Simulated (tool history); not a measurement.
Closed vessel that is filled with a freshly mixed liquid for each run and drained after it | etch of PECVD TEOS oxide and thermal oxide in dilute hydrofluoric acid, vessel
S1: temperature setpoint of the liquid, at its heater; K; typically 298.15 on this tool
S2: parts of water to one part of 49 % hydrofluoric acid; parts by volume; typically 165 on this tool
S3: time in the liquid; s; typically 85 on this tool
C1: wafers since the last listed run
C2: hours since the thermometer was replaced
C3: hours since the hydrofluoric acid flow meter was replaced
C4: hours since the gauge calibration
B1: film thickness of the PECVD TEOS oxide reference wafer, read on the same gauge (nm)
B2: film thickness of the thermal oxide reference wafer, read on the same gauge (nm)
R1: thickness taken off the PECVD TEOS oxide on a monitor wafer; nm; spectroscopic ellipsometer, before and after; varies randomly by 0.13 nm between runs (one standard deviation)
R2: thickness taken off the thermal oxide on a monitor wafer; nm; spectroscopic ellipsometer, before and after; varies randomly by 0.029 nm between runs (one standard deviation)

Run 1, hour 0.0: usual settings but S3 60 s; C1 0; C2 1801.6; C3 767.1; C4 245.6; B1 60.01; B2 79.986. Result: R1 11.35 nm, R2 1.909 nm.
Run 2, hour 8.0: usual settings but S1 295.65 K; C1 778; C2 1809.6; C3 775.1; C4 253.6; B1 60.05; B2 79.978. Result: R1 14.56 nm, R2 2.349 nm.
Run 3, hour 18.1: usual settings but S1 295.65 K; C1 983; C2 1819.7; C3 785.2; C4 263.7; B1 59.99; B2 80.010. Result: R1 14.44 nm, R2 2.348 nm.
Run 4, hour 33.5: usual settings but S1 295.65 K; C1 1498; C2 1835.1; C3 800.6; C4 279.1; B1 60.00; B2 79.991. Result: R1 14.74 nm, R2 2.416 nm.
Run 5, hour 39.6: usual settings but S2 200 parts by volume; C1 593; C2 1841.2; C3 806.7; C4 285.2; B1 59.96; B2 80.004. Result: R1 12.99 nm, R2 2.150 nm.
Run 6, hour 57.4: usual settings; C1 1732; C2 1859.0; C3 824.5; C4 303.0; B1 60.01; B2 80.029. Result: R1 16.26 nm, R2 2.712 nm.
Run 7, hour 71.0: usual settings; C1 1323; C2 1872.6; C3 838.1; C4 316.6; B1 60.02; B2 79.976. Result: R1 16.13 nm, R2 2.693 nm.
At hour 87.9: hydrofluoric acid flow meter replaced.
Run 8, hour 88.4: usual settings but S1 302.15 K, S2 205 parts by volume; C1 1596; C2 1890.0; C3 0.5; C4 334.0; B1 59.99; B2 80.001. Result: R1 12.48 nm, R2 2.066 nm.
Run 9, hour 101.7: usual settings; C1 1294; C2 1903.3; C3 13.8; C4 347.3; B1 60.00; B2 80.034. Result: R1 13.88 nm, R2 2.351 nm.
Run 10, hour 109.1: usual settings but S1 295.65 K, S3 65 s; C1 720; C2 1910.7; C3 21.2; C4 354.7; B1 60.00; B2 79.989. Result: R1 9.78 nm, R2 1.632 nm.
Run 11, hour 116.3: usual settings; C1 700; C2 1917.9; C3 28.4; C4 361.9; B1 59.96; B2 79.997. Result: R1 14.15 nm, R2 2.327 nm.
Run 12, hour 123.8: usual settings but S1 296.15 K; C1 730; C2 1925.4; C3 35.9; C4 369.4; B1 60.01; B2 80.003. Result: R1 13.03 nm, R2 2.200 nm.
Run 13, hour 135.6: usual settings; C1 1148; C2 1937.2; C3 47.7; C4 381.2; B1 59.99; B2 80.032. Result: R1 14.22 nm, R2 2.351 nm.
Run 14, hour 153.1: usual settings but S2 140 parts by volume, S3 125 s; C1 1703; C2 1954.7; C3 65.2; C4 398.7; B1 60.00; B2 79.979. Result: R1 25.37 nm, R2 4.277 nm.
Run 15, hour 170.1: usual settings but S1 301.15 K, S2 225 parts by volume, S3 135 s; C1 1654; C2 1971.7; C3 82.2; C4 415.7; B1 59.98; B2 80.010. Result: R1 17.15 nm, R2 2.836 nm.
At hour 177.7: gauge calibrated.
Run 16, hour 183.8: usual settings but S1 302.65 K, S2 235 parts by volume, S3 60 s; C1 1333; C2 1985.4; C3 95.9; C4 6.1; B1 59.98; B2 80.002. Result: R1 7.67 nm, R2 1.280 nm.
Run 17, hour 194.9: usual settings but S1 296.65 K, S2 210 parts by volume, S3 70 s; C1 1080; C2 1996.5; C3 107.0; C4 17.2; B1 60.01; B2 79.988. Result: R1 8.35 nm, R2 1.360 nm.
Run 18, hour 210.2: usual settings but S3 40 s; C1 1489; C2 2011.8; C3 122.3; C4 32.5; B1 60.01; B2 79.951. Result: R1 6.87 nm, R2 1.117 nm.
Run 19, hour 224.0: usual settings; C1 1343; C2 2025.6; C3 136.1; C4 46.3; B1 60.01; B2 80.006. Result: R1 14.38 nm, R2 2.370 nm.
At hour 237.0: thermometer replaced.
Run 20, hour 241.4: usual settings but S3 115 s; C1 1596; C2 4.4; C3 153.5; C4 63.7; B1 59.99; B2 79.998. Result: R1 19.39 nm, R2 3.230 nm.
Run 21, hour 250.8: usual settings but S2 100 parts by volume; C1 914; C2 13.8; C3 162.9; C4 73.1; B1 59.99; B2 79.985. Result: R1 26.03 nm, R2 4.340 nm.
Run 22, hour 278.1: usual settings but S1 303.15 K, S2 200 parts by volume, S3 70 s; C1 2657; C2 41.1; C3 190.2; C4 100.4; B1 60.04; B2 80.044. Result: R1 11.38 nm, R2 1.875 nm.
Run 23, hour 287.3: usual settings but S1 300.15 K, S2 215 parts by volume; C1 895; C2 50.3; C3 199.4; C4 109.6; B1 60.01; B2 80.031. Result: R1 11.30 nm, R2 1.869 nm.

Run 24 has not been measured yet. What should we expect?
Run 24, hour 303.2: usual settings but S2 100 parts by volume; C1 1547; C2 66.2; C3 215.3; C4 125.5; B1 ?; B2 ?. Result: R1 ?, R2 ?.

Logged for run 24: B1 60.00, B2 79.998, R1 26.09 nm, R2 4.240 nm.
With no hidden state in the tool, this same run would have given R1 25.05 nm, R2 4.071 nm.
